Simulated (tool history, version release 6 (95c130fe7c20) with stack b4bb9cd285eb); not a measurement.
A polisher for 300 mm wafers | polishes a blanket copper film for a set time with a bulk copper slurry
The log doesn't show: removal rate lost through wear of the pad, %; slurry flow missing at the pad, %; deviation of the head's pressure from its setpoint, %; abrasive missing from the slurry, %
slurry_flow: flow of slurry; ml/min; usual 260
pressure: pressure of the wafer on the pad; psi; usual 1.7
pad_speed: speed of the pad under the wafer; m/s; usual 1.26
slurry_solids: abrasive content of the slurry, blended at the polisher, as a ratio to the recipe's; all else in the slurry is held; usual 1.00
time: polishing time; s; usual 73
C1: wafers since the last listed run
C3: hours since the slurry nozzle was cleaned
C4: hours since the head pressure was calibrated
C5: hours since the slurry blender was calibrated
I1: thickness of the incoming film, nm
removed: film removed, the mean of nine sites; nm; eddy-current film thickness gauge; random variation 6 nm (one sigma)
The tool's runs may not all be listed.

run 1 day=0.000 | slurry_flow=260 pressure=1.7 pad_speed=1.26 slurry_solids=1.00 time=73 | C1=0 wafers_polished_on_this_pad=476 C3=77.1 C4=382.4 C5=18.9 | I1=4331.5 | removed=423.2
run 2 day=1.538 | slurry_flow=310 pressure=1.7 pad_speed=1.26 slurry_solids=1.00 time=73 | C1=464 wafers_polished_on_this_pad=941 C3=114.0 C4=419.3 C5=55.8 | I1=4394.5 | removed=422.0
-- day=3.271 worn pad replaced by a new one
run 3 day=3.592 | slurry_flow=310 pressure=1.7 pad_speed=1.26 slurry_solids=1.00 time=73 | C1=570 wafers_polished_on_this_pad=96 C3=163.3 C4=468.6 C5=105.1 | I1=4441.6 | removed=422.5
run 4 day=4.771 | slurry_flow=310 pressure=1.7 pad_speed=1.26 slurry_solids=1.00 time=73 | C1=356 wafers_polished_on_this_pad=453 C3=191.6 C4=496.9 C5=133.4 | I1=4481.7 | removed=416.4
run 5 day=5.967 | slurry_flow=260 pressure=1.7 pad_speed=1.26 slurry_solids=1.00 time=73 | C1=361 wafers_polished_on_this_pad=814 C3=220.3 C4=525.6 C5=162.1 | I1=4455.2 | removed=398.4
run 6 day=8.617 | slurry_flow=295 pressure=1.7 pad_speed=1.26 slurry_solids=1.00 time=73 | C1=801 wafers_polished_on_this_pad=1616 C3=283.9 C4=589.2 C5=225.7 | I1=4430.0 | removed=398.6
-- day=9.225 worn pad replaced by a new one
-- day=10.204 head pressure recalibrated
run 7 day=11.142 | slurry_flow=295 pressure=1.7 pad_speed=1.26 slurry_solids=1.00 time=73 | C1=687 wafers_polished_on_this_pad=554 C3=344.5 C4=22.5 C5=286.3 | I1=4396.2 | removed=394.8
-- day=12.438 slurry nozzle cleaned
run 8 day=13.421 | slurry_flow=260 pressure=1.7 pad_speed=1.26 slurry_solids=0.75 time=97 | C1=676 wafers_polished_on_this_pad=1230 C3=23.6 C4=77.2 C5=341.0 | I1=4396.5 | removed=480.9
run 9 day=14.538 | slurry_flow=260 pressure=2.1 pad_speed=1.26 slurry_solids=0.85 time=73 | C1=337 wafers_polished_on_this_pad=1568 C3=50.4 C4=104.0 C5=367.8 | I1=4455.4 | removed=458.8
-- day=14.858 worn pad replaced by a new one
-- day=14.917 slurry blender recalibrated
run 10 day=17.388 | slurry_flow=320 pressure=1.7 pad_speed=1.26 slurry_solids=1.00 time=91 | C1=794 wafers_polished_on_this_pad=747 C3=118.8 C4=172.4 C5=59.3 | I1=4408.4 | removed=528.6
run 11 day=18.425 | slurry_flow=260 pressure=1.7 pad_speed=1.26 slurry_solids=1.00 time=73 | C1=313 wafers_polished_on_this_pad=1060 C3=143.7 C4=197.3 C5=84.2 | I1=4404.8 | removed=417.0
-- day=20.508 worn pad replaced by a new one
run 12 day=20.671 | slurry_flow=260 pressure=2.2 pad_speed=1.04 slurry_solids=1.00 time=73 | C1=628 wafers_polished_on_this_pad=49 C3=197.6 C4=251.2 C5=138.1 | I1=4404.3 | removed=430.2
run 13 day=22.958 | slurry_flow=260 pressure=1.7 pad_speed=1.26 slurry_solids=1.00 time=73 | C1=691 wafers_polished_on_this_pad=741 C3=252.5 C4=306.1 C5=193.0 | I1=4395.8 | removed=394.0
run 14 day=25.554 | slurry_flow=260 pressure=1.7 pad_speed=1.26 slurry_solids=1.00 time=73 | C1=784 wafers_polished_on_this_pad=1526 C3=314.8 C4=368.4 C5=255.3 | I1=4415.0 | removed=387.0
-- day=26.683 worn pad replaced by a new one
run 15 day=27.054 | slurry_flow=260 pressure=1.7 pad_speed=1.42 slurry_solids=1.00 time=73 | C1=403 wafers_polished_on_this_pad=112 C3=350.8 C4=404.4 C5=291.3 | I1=4342.4 | removed=446.5

Forecast each of these 5 alternatives for the next run:
run A day=27.071 | slurry_flow=260 pressure=1.7 pad_speed=1.26 slurry_solids=1.00 time=73 | C1=5 wafers_polished_on_this_pad=117 C3=351.2 C4=404.8 C5=291.7 | I1=4303.3 | removed=?
run B day=27.071 | slurry_flow=260 pressure=1.7 pad_speed=1.68 slurry_solids=1.00 time=49 | C1=5 wafers_polished_on_this_pad=117 C3=351.2 C4=404.8 C5=291.7 | I1=4303.3 | removed=?
run C day=27.071 | slurry_flow=205 pressure=1.7 pad_speed=1.26 slurry_solids=1.00 time=73 | C1=5 wafers_polished_on_this_pad=117 C3=351.2 C4=404.8 C5=291.7 | I1=4303.3 | removed=?
run D day=27.071 | slurry_flow=180 pressure=1.5 pad_speed=1.54 slurry_solids=0.85 time=73 | C1=5 wafers_polished_on_this_pad=117 C3=351.2 C4=404.8 C5=291.7 | I1=4303.3 | removed=?
run E day=27.071 | slurry_flow=260 pressure=1.9 pad_speed=1.38 slurry_solids=1.00 time=73 | C1=5 wafers_polished_on_this_pad=117 C3=351.2 C4=404.8 C5=291.7 | I1=4303.3 | removed=?

run=A removed=393.0
run=B removed=351.7
run=C removed=380.9
run=D removed=387.5
run=E removed=481.0
Without the tool's hidden state the same runs would have given:
run=A removed=434.4
run=B removed=388.8
run=C removed=421.1
run=D removed=427.4
run=E removed=531.8

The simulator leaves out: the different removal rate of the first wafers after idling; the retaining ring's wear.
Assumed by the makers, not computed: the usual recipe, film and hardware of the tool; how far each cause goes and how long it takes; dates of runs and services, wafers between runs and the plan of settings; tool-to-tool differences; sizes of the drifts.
